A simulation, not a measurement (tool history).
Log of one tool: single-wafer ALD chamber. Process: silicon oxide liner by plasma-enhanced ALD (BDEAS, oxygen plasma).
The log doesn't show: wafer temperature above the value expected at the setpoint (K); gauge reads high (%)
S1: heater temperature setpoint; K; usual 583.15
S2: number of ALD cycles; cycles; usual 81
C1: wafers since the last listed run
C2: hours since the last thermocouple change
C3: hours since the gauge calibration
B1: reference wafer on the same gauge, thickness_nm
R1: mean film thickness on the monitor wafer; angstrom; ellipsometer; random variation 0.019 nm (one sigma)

{"run": 1, "hour": 0.0, "S1": 588.15, "S2": 89, "C1": 0, "C2": 1179.5, "C3": 671.3, "B1": 8.366, "R1": 81.65}
{"run": 2, "hour": 49.3, "S1": 583.15, "S2": 81, "C1": 257, "C2": 1228.8, "C3": 720.6, "B1": 8.359, "R1": 74.51}
{"run": 3, "hour": 108.0, "S1": 583.15, "S2": 81, "C1": 306, "C2": 1287.5, "C3": 779.3, "B1": 8.36, "R1": 74.49}
{"run": 4, "hour": 169.8, "S1": 583.15, "S2": 81, "C1": 323, "C2": 1349.3, "C3": 841.1, "B1": 8.361, "R1": 74.43}
{"run": 5, "hour": 319.1, "S1": 583.15, "S2": 81, "C1": 780, "C2": 1498.6, "C3": 990.4, "B1": 8.356, "R1": 74.55}
{"run": 6, "hour": 353.2, "S1": 583.15, "S2": 81, "C1": 178, "C2": 1532.7, "C3": 1024.5, "B1": 8.364, "R1": 74.64}
{"run": 7, "hour": 424.9, "S1": 583.15, "S2": 81, "C1": 374, "C2": 1604.4, "C3": 1096.2, "B1": 8.363, "R1": 74.56}
{"run": 8, "hour": 471.8, "S1": 583.15, "S2": 81, "C1": 245, "C2": 1651.3, "C3": 1143.1, "B1": 8.356, "R1": 74.49}
{"run": 9, "hour": 521.8, "S1": 583.15, "S2": 81, "C1": 261, "C2": 1701.3, "C3": 1193.1, "B1": 8.361, "R1": 74.17}
{"run": 10, "hour": 648.8, "S1": 583.15, "S2": 81, "C1": 664, "C2": 1828.3, "C3": 1320.1, "B1": 8.363, "R1": 74.59}
{"run": 11, "hour": 714.1, "S1": 583.15, "S2": 81, "C1": 341, "C2": 1893.6, "C3": 1385.4, "B1": 8.368, "R1": 74.36}
{"run": 12, "hour": 762.7, "S1": 575.15, "S2": 81, "C1": 254, "C2": 1942.2, "C3": 1434.0, "B1": 8.362, "R1": 75.44}
{"run": 13, "hour": 821.7, "S1": 575.15, "S2": 81, "C1": 308, "C2": 2001.2, "C3": 1493.0, "B1": 8.362, "R1": 75.05}
{"run": 14, "hour": 859.1, "S1": 583.15, "S2": 91, "C1": 195, "C2": 2038.6, "C3": 1530.4, "B1": 8.354, "R1": 83.04}
{"hour": 931.8, "done": "thermocouple changed; heater temperature recalibrated"}
{"run": 15, "hour": 932.3, "S1": 583.15, "S2": 81, "C1": 340, "C2": 0.5, "C3": 1603.6, "B1": 8.357, "R1": 75.17}
{"run": 16, "hour": 982.4, "S1": 597.15, "S2": 74, "C1": 262, "C2": 50.6, "C3": 1653.7, "B1": 8.364, "R1": 67.13}
{"run": 17, "hour": 1037.9, "S1": 583.15, "S2": 81, "C1": 290, "C2": 106.1, "C3": 1709.2, "B1": 8.359, "R1": 75.4}
{"run": 18, "hour": 1107.1, "S1": 583.15, "S2": 81, "C1": 361, "C2": 175.3, "C3": 1778.4, "B1": 8.359, "R1": 75.47}
{"run": 19, "hour": 1141.9, "S1": 590.15, "S2": 87, "C1": 181, "C2": 210.1, "C3": 1813.2, "B1": 8.361, "R1": 79.77}
{"run": 20, "hour": 1296.4, "S1": 576.15, "S2": 65, "C1": 808, "C2": 364.6, "C3": 1967.7, "B1": 8.358, "R1": 60.95}
{"run": 21, "hour": 1361.5, "S1": 587.15, "S2": 92, "C1": 340, "C2": 429.7, "C3": 2032.8, "B1": 8.363, "R1": 84.21}

Run 22 comes next. What will it give?
{"run": 22, "hour": 1406.3, "S1": 571.15, "S2": 91, "C1": 234, "C2": 474.5, "C3": 2077.6, "B1": "?", "R1": "?"}

B1: 8.362
R1: 86.61 angstrom
Without the tool's hidden state the same run would have given R1 86.59 angstrom.

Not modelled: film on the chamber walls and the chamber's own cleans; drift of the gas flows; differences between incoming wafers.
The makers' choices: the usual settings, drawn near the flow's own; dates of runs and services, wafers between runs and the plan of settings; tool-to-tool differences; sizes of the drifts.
